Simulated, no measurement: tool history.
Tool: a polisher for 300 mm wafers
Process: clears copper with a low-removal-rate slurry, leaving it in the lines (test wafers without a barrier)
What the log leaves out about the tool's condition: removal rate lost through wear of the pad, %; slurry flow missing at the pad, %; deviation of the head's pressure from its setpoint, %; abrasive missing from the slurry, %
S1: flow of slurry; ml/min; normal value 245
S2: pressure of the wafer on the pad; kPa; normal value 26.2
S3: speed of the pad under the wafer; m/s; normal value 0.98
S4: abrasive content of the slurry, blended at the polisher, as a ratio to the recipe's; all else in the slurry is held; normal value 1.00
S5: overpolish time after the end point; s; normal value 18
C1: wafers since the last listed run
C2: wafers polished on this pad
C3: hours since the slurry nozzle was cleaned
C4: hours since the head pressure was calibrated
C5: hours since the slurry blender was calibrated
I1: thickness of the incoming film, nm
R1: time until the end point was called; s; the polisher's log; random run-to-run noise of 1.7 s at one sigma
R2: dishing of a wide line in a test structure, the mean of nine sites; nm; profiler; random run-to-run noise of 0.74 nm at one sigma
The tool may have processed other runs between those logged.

run,hour,S1,S2,S3,S4,S5,C1,C2,C3,C4,C5,I1,R1,R2
1,0.0,245,26.2,0.98,1.20,15,0,1001,136.6,651.6,142.6,356.5,123.2,28.6
2,14.4,245,26.2,0.98,1.00,18,128,1130,151.0,666.0,157.0,364.0,136.3,31.0
3,41.2,295,31.7,0.98,1.00,18,239,1370,177.8,692.8,183.8,357.3,119.2,35.4
# hour 88.1: slurry blender recalibrated
4,119.9,245,26.2,0.98,1.00,18,685,2055,256.5,771.5,31.8,362.0,131.6,32.1
# hour 152.4: worn pad replaced by a new one
5,191.0,245,26.2,0.98,1.00,18,599,344,327.6,842.6,102.9,357.3,124.2,33.1
6,206.8,245,26.2,0.98,1.00,18,141,485,343.4,858.4,118.7,359.0,129.1,32.8
7,218.9,245,26.2,0.98,1.00,12,108,593,355.5,870.5,130.8,358.6,130.4,23.2
8,236.6,245,26.2,0.98,1.00,18,158,752,373.2,888.2,148.5,362.9,130.9,32.8
9,255.6,245,26.2,0.98,0.85,18,169,921,392.2,907.2,167.5,357.6,138.6,30.9
10,268.0,245,26.2,0.98,1.15,18,110,1032,404.6,919.6,179.9,366.6,130.7,32.6
11,291.4,245,26.2,1.24,1.00,24,209,1241,428.0,943.0,203.3,363.3,107.5,44.0
12,304.9,245,26.2,0.98,1.00,23,120,1362,441.5,956.5,216.8,353.6,135.2,38.6
# hour 308.3: slurry blender recalibrated
13,320.1,305,26.2,0.78,1.00,18,117,1480,456.7,971.7,11.8,364.3,159.3,27.9
14,333.9,245,26.2,0.98,1.00,18,123,1603,470.5,985.5,25.6,357.9,123.6,32.7
15,361.8,245,29.0,0.98,0.90,18,249,1852,498.4,1013.4,53.5,359.9,126.6,34.1
# hour 373.4: worn pad replaced by a new one
# hour 374.3: head pressure recalibrated
16,389.0,245,26.2,0.98,1.00,13,199,131,525.6,14.7,80.7,361.1,122.2,27.7
17,408.4,245,20.0,0.98,0.75,18,173,304,545.0,34.1,100.1,361.0,156.8,28.4
18,421.7,245,26.2,1.14,1.00,11,118,423,558.3,47.4,113.4,365.2,111.8,26.1
19,438.9,245,26.2,1.24,1.00,18,153,577,575.5,64.6,130.6,365.7,104.5,38.7
# hour 495.7: slurry nozzle cleaned
20,538.6,275,19.3,0.98,1.10,27,881,1459,42.9,164.3,230.3,361.2,152.1,37.8
21,561.3,170,26.2,0.98,0.70,25,202,1662,65.6,187.0,253.0,363.0,160.5,35.6
# hour 580.0: slurry blender recalibrated
22,590.3,245,26.2,1.18,1.10,18,241,1903,94.6,216.0,10.3,360.4,101.9,38.3
# hour 630.6: worn pad replaced by a new one
23,631.1,245,26.2,0.98,1.00,18,328,4,135.4,256.8,51.1,362.5,116.5,35.4
24,733.2,245,26.2,0.98,1.00,18,912,916,237.5,358.9,153.2,362.7,136.7,32.5
25,747.2,245,26.2,0.98,1.00,18,125,1041,251.5,372.9,167.2,360.2,131.3,33.0
26,773.7,245,17.2,0.98,1.00,18,236,1278,278.0,399.4,193.7,358.6,168.7,26.4
27,803.1,330,34.5,0.68,1.00,10,262,1541,307.4,428.8,223.1,366.6,165.0,17.9
28,822.7,245,26.2,0.98,1.00,18,175,1716,327.0,448.4,242.7,360.6,142.0,29.8

Hidden state, per run?
slurry flow missing at the pad, %: 0 on each run
deviation of the head's pressure from its setpoint, %: 0 on each run
H1: removal rate lost through wear of the pad, %
H2: abrasive missing from the slurry, %
run,H1,H2
1,6.14,24.2
2,6.45,26.2
3,6.91,29.9
4,7.65,10.5
5,3.31,20.4
6,4.14,22.6
7,4.67,24.3
8,5.33,26.8
9,5.89,29.4
10,6.2,31.2
11,6.66,34.4
12,6.88,36.3
13,7.08,3.4
14,7.24,5.33
15,7.48,9.22
16,1.44,13
17,2.74,15.7
18,3.48,17.6
19,4.27,20
20,6.69,33.9
21,6.94,37.1
22,7.18,6.33
23,0.0487,12
24,5.37,26.3
25,5.72,28.2
26,6.23,31.9
27,6.64,36
28,6.84,38.8
